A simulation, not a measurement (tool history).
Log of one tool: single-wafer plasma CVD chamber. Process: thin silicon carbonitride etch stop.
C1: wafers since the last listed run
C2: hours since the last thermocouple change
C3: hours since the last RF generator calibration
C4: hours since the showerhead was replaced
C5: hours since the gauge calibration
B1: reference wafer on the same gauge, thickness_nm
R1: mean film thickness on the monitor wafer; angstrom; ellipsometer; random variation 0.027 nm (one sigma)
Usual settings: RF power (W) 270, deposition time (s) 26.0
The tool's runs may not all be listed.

run 1 day=0.000 | RF_power_(W)=270 deposition_time_(s)=26.0 | C1=0 C2=1833.0 C3=1756.9 C4=1836.6 C5=1080.6 | B1=15.799 | R1=179.80
run 2 day=0.512 | RF_power_(W)=270 deposition_time_(s)=26.0 | C1=331 C2=1845.3 C3=1769.2 C4=1848.9 C5=1092.9 | B1=15.789 | R1=180.00
run 3 day=1.038 | RF_power_(W)=270 deposition_time_(s)=26.0 | C1=339 C2=1857.9 C3=1781.8 C4=1861.5 C5=1105.5 | B1=15.794 | R1=179.58
run 4 day=2.029 | RF_power_(W)=270 deposition_time_(s)=29.6 | C1=640 C2=1881.7 C3=1805.6 C4=1885.3 C5=1129.3 | B1=15.807 | R1=204.29
run 5 day=5.954 | RF_power_(W)=270 deposition_time_(s)=29.6 | C1=2536 C2=1975.9 C3=1899.8 C4=1979.5 C5=1223.5 | B1=15.805 | R1=205.26
run 6 day=7.346 | RF_power_(W)=270 deposition_time_(s)=26.0 | C1=899 C2=2009.3 C3=1933.2 C4=2012.9 C5=1256.9 | B1=15.806 | R1=179.57
run 7 day=8.162 | RF_power_(W)=270 deposition_time_(s)=26.0 | C1=527 C2=2028.9 C3=1952.8 C4=2032.5 C5=1276.5 | B1=15.797 | R1=179.57
run 8 day=10.625 | RF_power_(W)=270 deposition_time_(s)=26.0 | C1=1591 C2=2088.0 C3=2011.9 C4=2091.6 C5=1335.6 | B1=15.811 | R1=179.80
run 9 day=11.792 | RF_power_(W)=270 deposition_time_(s)=26.0 | C1=754 C2=2116.0 C3=2039.9 C4=2119.6 C5=1363.6 | B1=15.800 | R1=179.74
-- day=11.817 gauge calibrated
run 10 day=12.346 | RF_power_(W)=270 deposition_time_(s)=26.0 | C1=358 C2=2129.3 C3=2053.2 C4=2132.9 C5=12.7 | B1=15.790 | R1=179.73
run 11 day=13.338 | RF_power_(W)=270 deposition_time_(s)=26.0 | C1=640 C2=2153.1 C3=2077.0 C4=2156.7 C5=36.5 | B1=15.800 | R1=179.73
run 12 day=14.133 | RF_power_(W)=315 deposition_time_(s)=27.8 | C1=514 C2=2172.2 C3=2096.1 C4=2175.8 C5=55.6 | B1=15.796 | R1=198.39
run 13 day=14.888 | RF_power_(W)=270 deposition_time_(s)=26.0 | C1=487 C2=2190.3 C3=2114.2 C4=2193.9 C5=73.7 | B1=15.795 | R1=179.76
run 14 day=15.583 | RF_power_(W)=320 deposition_time_(s)=29.3 | C1=449 C2=2207.0 C3=2130.9 C4=2210.6 C5=90.4 | B1=15.806 | R1=209.41
run 15 day=16.846 | RF_power_(W)=315 deposition_time_(s)=27.4 | C1=815 C2=2237.3 C3=2161.2 C4=2240.9 C5=120.7 | B1=15.803 | R1=195.46
-- day=17.783 thermocouple changed; heater temperature recalibrated
run 16 day=17.804 | RF_power_(W)=285 deposition_time_(s)=29.7 | C1=403 C2=0.5 C3=2184.2 C4=2263.9 C5=143.7 | B1=15.794 | R1=207.29
-- day=18.508 RF generator calibrated
run 17 day=18.579 | RF_power_(W)=290 deposition_time_(s)=26.0 | C1=285 C2=19.1 C3=1.7 C4=2282.5 C5=162.3 | B1=15.797 | R1=184.90
run 18 day=20.104 | RF_power_(W)=305 deposition_time_(s)=23.0 | C1=985 C2=55.7 C3=38.3 C4=2319.1 C5=198.9 | B1=15.791 | R1=165.87
run 19 day=21.567 | RF_power_(W)=240 deposition_time_(s)=29.9 | C1=945 C2=90.8 C3=73.4 C4=2354.2 C5=234.0 | B1=15.787 | R1=205.66
run 20 day=22.583 | RF_power_(W)=290 deposition_time_(s)=28.5 | C1=657 C2=115.2 C3=97.8 C4=2378.6 C5=258.4 | B1=15.817 | R1=202.62
run 21 day=24.042 | RF_power_(W)=240 deposition_time_(s)=31.2 | C1=942 C2=150.2 C3=132.8 C4=2413.6 C5=293.4 | B1=15.803 | R1=213.75
run 22 day=24.621 | RF_power_(W)=270 deposition_time_(s)=26.0 | C1=374 C2=164.1 C3=146.7 C4=2427.5 C5=307.3 | B1=15.800 | R1=182.62
run 23 day=25.862 | RF_power_(W)=290 deposition_time_(s)=22.7 | C1=802 C2=193.9 C3=176.5 C4=2457.3 C5=337.1 | B1=15.794 | R1=161.72
-- day=26.654 showerhead replaced
run 24 day=26.979 | RF_power_(W)=270 deposition_time_(s)=26.0 | C1=506 C2=220.7 C3=203.3 C4=7.8 C5=363.9 | B1=15.790 | R1=182.34
run 25 day=27.754 | RF_power_(W)=270 deposition_time_(s)=26.0 | C1=500 C2=239.3 C3=221.9 C4=26.4 C5=382.5 | B1=15.791 | R1=181.94
run 26 day=29.154 | RF_power_(W)=270 deposition_time_(s)=26.0 | C1=904 C2=272.9 C3=255.5 C4=60.0 C5=416.1 | B1=15.807 | R1=182.75
run 27 day=30.292 | RF_power_(W)=220 deposition_time_(s)=30.1 | C1=735 C2=300.2 C3=282.8 C4=87.3 C5=443.4 | B1=15.794 | R1=202.42
run 28 day=31.471 | RF_power_(W)=300 deposition_time_(s)=30.8 | C1=762 C2=328.5 C3=311.1 C4=115.6 C5=471.7 | B1=15.808 | R1=220.56
run 29 day=32.783 | RF_power_(W)=270 deposition_time_(s)=23.3 | C1=848 C2=360.0 C3=342.6 C4=147.1 C5=503.2 | B1=15.812 | R1=163.23
run 30 day=34.212 | RF_power_(W)=245 deposition_time_(s)=23.0 | C1=923 C2=394.3 C3=376.9 C4=181.4 C5=537.5 | B1=15.798 | R1=158.15
run 31 day=34.788 | RF_power_(W)=270 deposition_time_(s)=26.0 | C1=371 C2=408.1 C3=390.7 C4=195.2 C5=551.3 | B1=15.789 | R1=182.60
run 32 day=38.496 | RF_power_(W)=270 deposition_time_(s)=26.0 | C1=2396 C2=497.1 C3=479.7 C4=284.2 C5=640.3 | B1=15.805 | R1=181.99
run 33 day=39.988 | RF_power_(W)=300 deposition_time_(s)=28.5 | C1=964 C2=532.9 C3=515.5 C4=320.0 C5=676.1 | B1=15.812 | R1=203.64
run 34 day=41.304 | RF_power_(W)=270 deposition_time_(s)=26.0 | C1=850 C2=564.5 C3=547.1 C4=351.6 C5=707.7 | B1=15.803 | R1=181.83
run 35 day=41.954 | RF_power_(W)=290 deposition_time_(s)=26.0 | C1=420 C2=580.1 C3=562.7 C4=367.2 C5=723.3 | B1=15.804 | R1=184.64

4 ways to go on from here, each from the tool as it stands after run 35. What would each give?
run A day=41.971 | RF_power_(W)=270 deposition_time_(s)=26.0 | C1=10 C2=580.5 C3=563.1 C4=367.6 C5=723.7 | B1=? | R1=?
run B day=41.971 | RF_power_(W)=270 deposition_time_(s)=29.3 | C1=10 C2=580.5 C3=563.1 C4=367.6 C5=723.7 | B1=? | R1=?
run C day=41.971 | RF_power_(W)=240 deposition_time_(s)=30.6 | C1=10 C2=580.5 C3=563.1 C4=367.6 C5=723.7 | B1=? | R1=?
run D day=41.971 | RF_power_(W)=310 deposition_time_(s)=30.5 | C1=10 C2=580.5 C3=563.1 C4=367.6 C5=723.7 | B1=? | R1=?

run=A B1=15.800 R1=182.14
run=B B1=15.800 R1=205.26
run=C B1=15.800 R1=209.45
run=D B1=15.800 R1=219.81
Without the tool's hidden state the same runs would have given:
run=A R1=183.11
run=B R1=206.35
run=C R1=210.57
run=D R1=220.98
